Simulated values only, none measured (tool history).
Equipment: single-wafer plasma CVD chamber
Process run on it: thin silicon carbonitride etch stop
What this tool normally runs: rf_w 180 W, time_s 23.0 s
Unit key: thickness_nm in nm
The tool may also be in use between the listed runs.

| run | hour | rf_w | time_s | wafers since the last listed run | hours since the last thermocouple change | hours since the last RF generator calibration | hours since the showerhead was replaced | hours since the gauge calibration | read-back reference wafer on the same gauge, thickness_nm | thickness_nm |
|---|---|---|---|---|---|---|---|---|---|---|
| 1 | 0.0 | 180 | 23.0 | 0 | 3054.9 | 925.4 | 5071.9 | 322.2 | 12.903 | 11.444 |
| 2 | 11.9 | 180 | 23.0 | 292 | 3066.8 | 937.3 | 5083.8 | 334.1 | 12.909 | 11.443 |
| 3 | 23.6 | 180 | 23.0 | 287 | 3078.5 | 949.0 | 5095.5 | 345.8 | 12.895 | 11.473 |
| 4 | 34.3 | 205 | 23.0 | 262 | 3089.2 | 959.7 | 5106.2 | 356.5 | 12.897 | 11.950 |
| 5 | 41.0 | 205 | 23.0 | 164 | 3095.9 | 966.4 | 5112.9 | 363.2 | 12.891 | 11.934 |
| 6 | 69.3 | 205 | 23.0 | 695 | 3124.2 | 994.7 | 5141.2 | 391.5 | 12.893 | 11.968 |
| 7 | 85.8 | 180 | 23.0 | 405 | 3140.7 | 1011.2 | 5157.7 | 408.0 | 12.898 | 11.411 |
| 8 | 103.1 | 180 | 23.0 | 425 | 3158.0 | 1028.5 | 5175.0 | 425.3 | 12.890 | 11.431 |
| 9 | 118.1 | 195 | 23.0 | 368 | 3173.0 | 1043.5 | 5190.0 | 440.3 | 12.918 | 11.747 |
| 10 | 128.6 | 195 | 23.0 | 258 | 3183.5 | 1054.0 | 5200.5 | 450.8 | 12.894 | 11.708 |
| 11 | 136.0 | 180 | 23.0 | 181 | 3190.9 | 1061.4 | 5207.9 | 458.2 | 12.890 | 11.436 |
| 12 | 143.2 | 180 | 23.0 | 176 | 3198.1 | 1068.6 | 5215.1 | 465.4 | 12.893 | 11.412 |
| 13 | 153.5 | 180 | 23.0 | 253 | 3208.4 | 1078.9 | 5225.4 | 475.7 | 12.902 | 11.418 |
| 14 | 160.5 | 180 | 23.0 | 172 | 3215.4 | 1085.9 | 5232.4 | 482.7 | 12.899 | 11.425 |
| 15 | 176.3 | 180 | 23.0 | 388 | 3231.2 | 1101.7 | 5248.2 | 498.5 | 12.900 | 11.379 |
| 16 | 188.3 | 180 | 19.4 | 294 | 3243.2 | 1113.7 | 5260.2 | 510.5 | 12.900 | 9.618 |
| 17 | 202.1 | 155 | 25.9 | 339 | 3257.0 | 1127.5 | 5274.0 | 524.3 | 12.913 | 12.235 |
|  | 211.2 | thermocouple changed; heater temperature recalibrated |
| 18 | 215.3 | 150 | 21.7 | 127 | 4.1 | 1140.7 | 5287.2 | 537.5 | 12.901 | 10.133 |
| 19 | 227.6 | 170 | 25.9 | 302 | 16.4 | 1153.0 | 5299.5 | 549.8 | 12.895 | 12.553 |

For run 20, what comes out?
| 20 | 238.8 | 210 | 25.1 | 275 | 27.6 | 1164.2 | 5310.7 | 561.0 | ? | ? |

{"run 20": {"read-back reference wafer on the same gauge, thickness_nm": 12.888, "thickness_nm": 13.043}}
Had the tool carried no hidden state, the very same run would have given thickness_nm 13.348 nm.
